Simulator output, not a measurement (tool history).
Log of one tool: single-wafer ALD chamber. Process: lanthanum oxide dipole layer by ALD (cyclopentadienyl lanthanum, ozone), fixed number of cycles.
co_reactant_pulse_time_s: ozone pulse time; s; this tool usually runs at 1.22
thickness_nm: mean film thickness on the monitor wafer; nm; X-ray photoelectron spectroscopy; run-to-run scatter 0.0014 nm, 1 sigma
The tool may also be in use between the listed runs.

run   hour  co_reactant_pulse_time_s  read-back reference wafer on the same gauge, thickness_nm  thickness_nm
  1      0                      1.22                                                      0.471         0.544
  2   17.1                      1.46                                                      0.471          0.58
  3   25.6                      1.46                                                      0.471         0.579
  4   36.3                      1.22                                                      0.472         0.538
  5   44.1                      1.22                                                      0.471         0.538
  6   55.7                      1.22                                                      0.471         0.538
  7   71.2                      1.22                                                      0.471         0.533
        93  -- thermocouple changed; heater temperature recalibrated
  8   93.5                      0.84                                                      0.471         0.397
  9  106.5                      1.22                                                      0.471         0.528
 10  122.1                       0.8                                                      0.471         0.369
     134.6  -- ozone generator serviced
 11  153.8                      1.08                                                      0.471         0.544
     192.5  -- showerhead replaced
 12  199.6                      1.22                                                      0.472         0.574
     203.8  -- gauge calibrated
 13  210.3                      1.22                                                       0.47         0.571
 14  226.5                      1.04                                                      0.471         0.532
 15  236.6                      1.06                                                      0.471         0.536
 16  249.9                      1.57                                                      0.472         0.608
 17  258.4                      0.86                                                      0.471         0.464

Here are 3 independent what-if runs from the current tool condition. What would each one return?
  A  258.8                      1.64                                                          ?             ?
  B  258.8                      1.56                                                          ?             ?
  C  258.8                      1.36                                                          ?             ?

run  read-back reference wafer on the same gauge, thickness_nm  thickness_nm
  A                                                      0.471         0.614
  B                                                      0.471         0.609
  C                                                      0.471         0.592
Without the tool's unlogged condition, the same runs would have read:
run  thickness_nm
  A         0.617
  B         0.612
  C         0.596
